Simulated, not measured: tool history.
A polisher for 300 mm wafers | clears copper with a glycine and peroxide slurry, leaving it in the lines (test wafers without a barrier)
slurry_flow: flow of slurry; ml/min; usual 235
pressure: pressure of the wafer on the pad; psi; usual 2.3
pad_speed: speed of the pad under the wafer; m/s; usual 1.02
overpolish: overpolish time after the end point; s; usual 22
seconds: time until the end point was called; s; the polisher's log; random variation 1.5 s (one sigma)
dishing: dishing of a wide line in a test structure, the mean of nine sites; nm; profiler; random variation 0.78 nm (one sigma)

run,hour,slurry_flow,pressure,pad_speed,overpolish,"incoming thickness of the incoming film, nm",seconds,dishing
1,0.0,235,2.3,1.10,22,673.3,131.0,64.7
2,45.9,235,2.3,1.02,25,672.3,138.8,64.9
# hour 88.3: worn pad replaced by a new one
3,98.3,235,2.3,1.02,22,663.2,121.1,67.4
4,148.4,235,2.3,1.02,22,670.5,128.2,64.3
5,196.2,235,2.3,1.02,22,671.6,130.6,62.5
6,314.1,235,2.3,1.02,22,676.3,139.9,61.6
7,368.8,235,2.3,1.02,22,678.6,137.2,61.2
8,392.8,235,2.3,1.02,22,675.1,137.2,60.6
9,424.7,235,2.3,1.02,22,671.0,139.6,60.5
# hour 429.0: slurry nozzle cleaned
# hour 456.1: worn pad replaced by a new one
10,476.9,235,2.3,1.02,22,676.4,127.4,64.3
11,521.9,235,2.7,1.24,22,665.9,95.9,76.8
12,573.9,235,2.7,1.24,22,672.3,97.5,74.4
13,633.8,235,2.3,1.02,31,668.2,138.6,78.3
14,690.0,235,2.3,1.02,31,671.8,137.8,77.5
15,714.7,235,2.3,1.02,31,661.7,137.2,76.5
16,749.2,300,1.7,1.02,22,668.5,170.3,52.2
# hour 757.0: worn pad replaced by a new one
17,776.8,235,2.3,1.02,22,683.4,127.6,65.5
# hour 788.6: head pressure recalibrated
18,806.8,210,2.3,1.16,22,673.2,118.8,69.2
19,849.1,165,3.0,0.72,27,670.2,149.2,67.7
20,894.1,235,2.3,1.02,22,657.6,132.4,62.9
# hour 919.2: slurry nozzle cleaned
21,965.3,235,2.3,1.02,22,669.7,139.1,61.0
22,992.3,235,2.3,1.02,22,662.6,135.4,60.2
23,1026.1,185,2.3,0.80,22,665.4,171.0,52.9
24,1072.7,235,2.3,0.84,25,667.0,165.2,59.9
# hour 1100.9: worn pad replaced by a new one
25,1101.4,275,2.6,1.32,28,660.8,86.4,93.3
26,1156.6,255,2.3,1.24,22,660.1,106.8,71.3
27,1206.9,185,3.0,1.34,10,666.9,87.8,47.2
28,1232.1,235,2.3,1.02,11,674.4,136.7,36.2
29,1302.6,235,2.3,0.72,22,669.3,176.1,51.2
30,1369.4,235,2.3,0.88,22,670.8,156.7,56.2
# hour 1398.6: worn pad replaced by a new one
31,1427.6,235,2.3,0.66,22,670.8,173.8,51.7
32,1453.1,235,2.3,0.68,14,669.0,175.4,35.5
# hour 1507.5: slurry nozzle cleaned
33,1508.0,160,2.3,0.82,22,661.4,168.0,53.0
34,1562.3,235,2.3,1.02,22,677.5,135.5,61.9

4 ways to go on from here, each from the tool as it stands after run 34. What would each give?
A,1562.8,235,2.3,1.02,22,675.1,?,?
B,1562.8,235,2.3,0.86,15,675.1,?,?
C,1562.8,200,2.8,1.02,22,675.1,?,?
D,1562.8,180,1.9,1.02,22,675.1,?,?

run,seconds,dishing
A,139.5,61.2
B,159.3,41.3
C,121.6,68.0
D,168.5,52.8
Without the tool's hidden state the same runs would have given:
run,seconds,dishing
A,124.2,66.4
B,141.8,45.4
C,108.2,73.6
D,150.0,57.6

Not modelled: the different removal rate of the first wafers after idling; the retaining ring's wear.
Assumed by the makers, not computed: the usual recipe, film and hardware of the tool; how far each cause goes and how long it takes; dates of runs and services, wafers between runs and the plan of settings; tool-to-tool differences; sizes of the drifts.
